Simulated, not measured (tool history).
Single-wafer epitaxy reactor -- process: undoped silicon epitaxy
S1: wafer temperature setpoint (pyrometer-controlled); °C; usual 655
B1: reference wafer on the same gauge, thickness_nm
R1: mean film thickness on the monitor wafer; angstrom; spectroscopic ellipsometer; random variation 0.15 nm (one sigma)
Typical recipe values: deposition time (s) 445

Run 1, hour 0.0: usual settings; B1 70.077. Result: R1 742.52 angstrom.
Run 2, hour 8.3: usual settings; B1 70.114. Result: R1 745.13 angstrom.
Run 3, hour 16.3: usual settings; B1 70.107. Result: R1 740.95 angstrom.
Run 4, hour 26.0: usual settings but S1 652 °C, deposition time (s) 487; B1 70.085. Result: R1 765.98 angstrom.
At hour 27.4: gauge calibrated.
Run 5, hour 42.6: usual settings but S1 652 °C, deposition time (s) 487; B1 70.058. Result: R1 765.93 angstrom.
Run 6, hour 58.7: usual settings; B1 70.119. Result: R1 739.23 angstrom.
Run 7, hour 70.0: usual settings; B1 70.071. Result: R1 737.77 angstrom.
Run 8, hour 84.7: usual settings; B1 70.090. Result: R1 738.17 angstrom.
At hour 96.6: pyrometer calibrated.
Run 9, hour 97.1: usual settings but S1 663 °C, deposition time (s) 475; B1 70.116. Result: R1 1013.92 angstrom.
Run 10, hour 102.7: usual settings but S1 659 °C, deposition time (s) 388; B1 70.099. Result: R1 766.40 angstrom.
Run 11, hour 113.1: usual settings but S1 659 °C, deposition time (s) 389; B1 70.091. Result: R1 769.04 angstrom.
At hour 124.1: gauge calibrated.
Run 12, hour 129.0: usual settings but S1 644 °C, deposition time (s) 403; B1 70.128. Result: R1 597.70 angstrom.
Run 13, hour 138.5: usual settings but S1 668 °C, deposition time (s) 496; B1 70.061. Result: R1 1157.86 angstrom.
Run 14, hour 145.4: usual settings but S1 664 °C, deposition time (s) 398; B1 70.074. Result: R1 866.00 angstrom.
Run 15, hour 160.9: usual settings but deposition time (s) 472; B1 70.081. Result: R1 862.24 angstrom.
Run 16, hour 169.2: usual settings; B1 70.095. Result: R1 818.42 angstrom.

What if the next run were any one of these 5? Each begins from the tool's condition after run 16:
Run A, hour 169.7: usual settings but deposition time (s) 494; B1 ?. Result: R1 ?.
Run B, hour 169.7: usual settings but S1 664 °C, deposition time (s) 514; B1 ?. Result: R1 ?.
Run C, hour 169.7: usual settings but S1 650 °C, deposition time (s) 386; B1 ?. Result: R1 ?.
Run D, hour 169.7: usual settings but S1 641 °C, deposition time (s) 413; B1 ?. Result: R1 ?.
Run E, hour 169.7: usual settings but S1 643 °C, deposition time (s) 475; B1 ?. Result: R1 ?.

run      B1       R1
  A  70.121   905.02
  B  70.121  1115.17
  C  70.121   642.94
  D  70.121   578.23
  E  70.121   691.39
Stripped of hidden state, with their random variation kept, the same runs would have yielded:
run       R1
  A   897.38
  B  1105.92
  C   637.46
  D   573.22
  E   685.42
